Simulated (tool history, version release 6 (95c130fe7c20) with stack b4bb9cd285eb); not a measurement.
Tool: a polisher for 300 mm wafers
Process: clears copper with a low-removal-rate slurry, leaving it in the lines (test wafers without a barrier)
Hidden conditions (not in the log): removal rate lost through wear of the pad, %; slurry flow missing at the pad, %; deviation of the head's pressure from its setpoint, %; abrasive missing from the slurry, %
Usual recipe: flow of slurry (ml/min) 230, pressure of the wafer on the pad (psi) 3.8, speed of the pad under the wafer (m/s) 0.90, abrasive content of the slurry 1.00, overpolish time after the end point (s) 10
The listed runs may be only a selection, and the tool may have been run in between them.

| run | hour | flow of slurry (ml/min) | pressure of the wafer on the pad (psi) | speed of the pad under the wafer (m/s) | abrasive content of the slurry | overpolish time after the end point (s) | wafers since the last listed run | wafers polished on this pad | hours since the slurry nozzle was cleaned | hours since the head pressure was calibrated | hours since the slurry blender was calibrated | incoming thickness of the incoming film, nm | time until the end point was called (s) | dishing of a wide line in a test structure (nm) |
|---|---|---|---|---|---|---|---|---|---|---|---|---|---|---|
| 1 | 0.0 | 280 | 4.8 | 0.90 | 1.00 | 10 | 0 | 64 | 290.3 | 255.2 | 142.3 | 264.2 | 56.8 | 17.2 |
|  | 17.3 | slurry nozzle cleaned |
| 2 | 35.2 | 280 | 4.8 | 0.90 | 1.00 | 10 | 267 | 331 | 17.9 | 290.4 | 177.5 | 263.4 | 51.8 | 17.7 |
| 3 | 48.0 | 230 | 3.8 | 0.90 | 1.00 | 10 | 99 | 431 | 30.7 | 303.2 | 190.3 | 264.2 | 65.7 | 16.0 |
| 4 | 59.5 | 230 | 3.8 | 0.90 | 1.00 | 10 | 89 | 521 | 42.2 | 314.7 | 201.8 | 264.0 | 66.8 | 16.1 |
| 5 | 71.5 | 230 | 3.8 | 0.90 | 0.85 | 10 | 93 | 614 | 54.2 | 326.7 | 213.8 | 263.9 | 70.1 | 15.9 |
| 6 | 83.1 | 230 | 3.8 | 0.90 | 1.00 | 10 | 90 | 705 | 65.8 | 338.3 | 225.4 | 264.1 | 66.9 | 16.1 |
| 7 | 99.9 | 230 | 3.8 | 0.90 | 1.00 | 10 | 131 | 836 | 82.6 | 355.1 | 242.2 | 265.1 | 68.2 | 16.4 |
| 8 | 106.1 | 230 | 3.8 | 0.84 | 1.00 | 10 | 48 | 885 | 88.8 | 361.3 | 248.4 | 264.7 | 73.6 | 15.9 |
| 9 | 147.6 | 230 | 3.8 | 0.90 | 1.00 | 10 | 324 | 1209 | 130.3 | 402.8 | 289.9 | 261.8 | 66.3 | 15.6 |
|  | 158.2 | worn pad replaced by a new one |
| 10 | 158.7 | 230 | 3.8 | 0.90 | 1.00 | 10 | 55 | 4 | 141.4 | 413.9 | 301.0 | 267.2 | 70.4 | 15.5 |
| 11 | 169.3 | 230 | 3.8 | 0.90 | 1.00 | 10 | 82 | 86 | 152.0 | 424.5 | 311.6 | 268.4 | 70.9 | 15.8 |
| 12 | 184.6 | 230 | 3.8 | 0.90 | 1.00 | 10 | 119 | 206 | 167.3 | 439.8 | 326.9 | 264.7 | 69.1 | 15.7 |
| 13 | 195.4 | 230 | 3.8 | 0.90 | 1.00 | 10 | 84 | 290 | 178.1 | 450.6 | 337.7 | 260.6 | 69.1 | 15.9 |
| 14 | 207.1 | 280 | 4.8 | 0.90 | 1.00 | 10 | 91 | 382 | 189.8 | 462.3 | 349.4 | 264.8 | 54.8 | 18.1 |
| 15 | 223.3 | 230 | 3.8 | 0.90 | 1.00 | 10 | 126 | 508 | 206.0 | 478.5 | 365.6 | 264.9 | 69.7 | 15.9 |
| 16 | 232.5 | 275 | 3.8 | 1.04 | 1.10 | 4 | 71 | 580 | 215.2 | 487.7 | 374.8 | 264.9 | 58.1 | 10.6 |
| 17 | 240.9 | 230 | 3.8 | 0.90 | 1.00 | 10 | 65 | 645 | 223.6 | 496.1 | 383.2 | 267.8 | 71.6 | 15.4 |
| 18 | 254.0 | 230 | 3.8 | 0.90 | 1.00 | 10 | 102 | 748 | 236.7 | 509.2 | 396.3 | 270.4 | 70.9 | 15.8 |
| 19 | 271.5 | 230 | 4.5 | 1.04 | 1.00 | 6 | 136 | 884 | 254.2 | 526.7 | 413.8 | 263.9 | 51.8 | 14.6 |
| 20 | 286.4 | 295 | 3.8 | 0.76 | 1.00 | 8 | 116 | 1001 | 269.1 | 541.6 | 428.7 | 266.9 | 79.9 | 13.2 |
|  | 291.0 | slurry nozzle cleaned |
|  | 292.3 | slurry blender recalibrated |
|  | 294.0 | head pressure recalibrated |
| 21 | 298.2 | 230 | 4.3 | 0.78 | 1.25 | 15 | 60 | 1061 | 7.2 | 4.2 | 5.9 | 267.0 | 60.3 | 19.5 |
| 22 | 308.9 | 230 | 2.5 | 0.90 | 1.10 | 7 | 83 | 1145 | 17.9 | 14.9 | 16.6 | 259.7 | 96.8 | 10.4 |
| 23 | 333.2 | 230 | 3.8 | 0.74 | 0.90 | 10 | 189 | 1335 | 42.2 | 39.2 | 40.9 | 265.0 | 82.3 | 14.7 |
|  | 364.2 | worn pad replaced by a new one |
| 24 | 364.7 | 230 | 3.8 | 0.90 | 1.00 | 6 | 214 | 3 | 73.7 | 70.7 | 72.4 | 266.2 | 69.3 | 12.9 |
| 25 | 371.6 | 290 | 3.8 | 0.70 | 1.00 | 10 | 53 | 57 | 80.6 | 77.6 | 79.3 | 264.3 | 78.1 | 14.7 |
| 26 | 413.8 | 230 | 4.4 | 1.18 | 0.75 | 12 | 329 | 386 | 122.8 | 119.8 | 121.5 | 261.9 | 50.3 | 18.9 |
| 27 | 425.4 | 230 | 2.8 | 1.06 | 1.00 | 10 | 90 | 477 | 134.4 | 131.4 | 133.1 | 269.5 | 81.2 | 14.6 |

Table of differences, measured result less the result of that run with no hidden state. Run-to-run variation is the same in both. Gauge scatter possibly is not:
| run | time until the end point was called (s) | dishing of a wide line in a test structure (nm) |
|---|---|---|
| 1 | +4.6 | -0.5 |
| 2 | +0.5 | -0.1 |
| 3 | +1.1 | -0.2 |
| 4 | +1.6 | -0.2 |
| 5 | +2.0 | -0.2 |
| 6 | +2.3 | -0.2 |
| 7 | +2.8 | -0.3 |
| 8 | +3.2 | -0.4 |
| 9 | +3.8 | -0.4 |
| 10 | +4.1 | -0.4 |
| 11 | +4.3 | -0.5 |
| 12 | +4.5 | -0.5 |
| 13 | +4.6 | -0.5 |
| 14 | +3.1 | -0.4 |
| 15 | +4.9 | -0.5 |
| 16 | +3.5 | -0.4 |
| 17 | +5.2 | -0.6 |
| 18 | +5.2 | -0.6 |
| 19 | +3.9 | -0.6 |
| 20 | +4.9 | -0.5 |
| 21 | +0.4 | +0.0 |
| 22 | +1.2 | -0.1 |
| 23 | +2.1 | -0.2 |
| 24 | +2.7 | -0.3 |
| 25 | +2.6 | -0.2 |
| 26 | +2.9 | -0.3 |
| 27 | +4.8 | -0.4 |
